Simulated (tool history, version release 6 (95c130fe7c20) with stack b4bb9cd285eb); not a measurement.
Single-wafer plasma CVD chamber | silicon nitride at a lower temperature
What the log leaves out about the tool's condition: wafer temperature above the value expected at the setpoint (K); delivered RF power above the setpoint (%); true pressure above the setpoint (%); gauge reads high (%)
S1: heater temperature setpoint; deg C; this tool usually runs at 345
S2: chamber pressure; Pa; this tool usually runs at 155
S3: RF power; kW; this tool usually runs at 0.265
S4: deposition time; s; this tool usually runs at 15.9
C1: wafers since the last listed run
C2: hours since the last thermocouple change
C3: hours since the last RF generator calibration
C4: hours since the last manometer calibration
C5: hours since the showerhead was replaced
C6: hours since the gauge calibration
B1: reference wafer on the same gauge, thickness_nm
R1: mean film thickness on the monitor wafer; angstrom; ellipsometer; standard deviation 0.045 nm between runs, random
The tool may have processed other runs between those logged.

run	hour	S1	S2	S3	S4	C1	C2	C3	C4	C5	C6	B1	R1
1	0	345	155	0.265	15.9	0	2024.9	1372	629.7	208.4	3060.4	15.369	155.7
2	64.6	345	155	0.265	15.9	860	2089.5	1436.6	694.3	273	3125	15.378	155.91
3	103.7	345	155	0.265	15.9	520	2128.6	1475.7	733.4	312.1	3164.1	15.401	156.69
# hour 120.4: thermocouple changed; heater temperature recalibrated
# hour 158.1: RF generator calibrated
4	178.4	345	155	0.265	15.9	781	58	20.3	808.1	386.8	3238.8	15.383	161.66
5	286.1	358	155	0.31	15.9	1434	165.7	128	915.8	494.5	3346.5	15.381	185.54
6	379.7	345	155	0.265	15.9	1246	259.3	221.6	1009.4	588.1	3440.1	15.394	160.83
7	470.4	333	184	0.24	16.7	1207	350	312.3	1100.1	678.8	3530.8	15.402	159.15
# hour 495.7: gauge calibrated
8	671.1	345	155	0.265	15.9	2672	550.7	513	1300.8	879.5	175.4	15.416	160.1
9	740.5	350	155	0.245	15.9	924	620.1	582.4	1370.2	948.9	244.8	15.382	147.67
10	781.8	350	155	0.265	15.9	549	661.4	623.7	1411.5	990.2	286.1	15.396	160.26
11	819.9	345	155	0.265	18.5	507	699.5	661.8	1449.6	1028.3	324.2	15.386	186.28
12	879.4	334	155	0.235	14.2	792	759	721.3	1509.1	1087.8	383.7	15.398	126.94
13	931.1	345	155	0.265	15.9	688	810.7	773	1560.8	1139.5	435.4	15.393	159.57
14	988.7	345	171	0.265	15.9	767	868.3	830.6	1618.4	1197.1	493	15.4	162.57
15	1090.4	350	117	0.29	14.9	1354	970	932.3	1720.1	1298.8	594.7	15.403	154.65
16	1166.2	341	188	0.315	13.7	1009	1045.8	1008.1	1795.9	1374.6	670.5	15.41	165.48
# hour 1239.2: capacitance manometer re-zeroed and calibrated
17	1355.8	345	155	0.315	15.9	2418	1235.4	1197.7	116.6	1564.2	860.1	15.408	182.79
18	1415.5	340	129	0.265	12.8	795	1295.1	1257.4	176.3	1623.9	919.8	15.401	121.76
19	1495.7	345	155	0.265	15.9	1068	1375.3	1337.6	256.5	1704.1	1000	15.415	156.11
20	1596.5	345	155	0.265	15.9	1342	1476.1	1438.4	357.3	1804.9	1100.8	15.374	155.69
21	1636.9	350	167	0.305	13.4	538	1516.5	1478.8	397.7	1845.3	1141.2	15.402	151.01
# hour 1665.4: RF generator calibrated
22	1715.4	345	155	0.265	15.9	938	1595	50	476.2	1923.8	1219.7	15.404	161.98
23	1812.6	351	185	0.23	18.3	1294	1692.2	147.2	573.4	2021	1316.9	15.393	165.8
24	1871.1	339	155	0.265	14.7	779	1750.7	205.7	631.9	2079.5	1375.4	15.398	149.61
25	1973.6	345	155	0.265	13.3	1365	1853.2	308.2	734.4	2182	1477.9	15.385	134.78
26	2062.3	337	155	0.265	15.9	1181	1941.9	396.9	823.1	2270.7	1566.6	15.401	160.59
# hour 2246: thermocouple changed; heater temperature recalibrated
27	2289.8	334	167	0.265	14.6	2923	43.8	624.4	1050.6	2498.2	1794.1	15.402	149.74
28	2329.4	358	116	0.215	17	527	83.4	664	1090.2	2537.8	1833.7	15.394	130.37

Run 29 has not been measured yet. What should we expect?
29	2413.9	345	131	0.235	15.9	1125	167.9	748.5	1174.7	2622.3	1918.2	?	?

B1: 15.42
R1: 136.52 angstrom
Were there no unlogged condition in the tool, this run, its random variation unchanged, would have produced R1 137.5 angstrom.
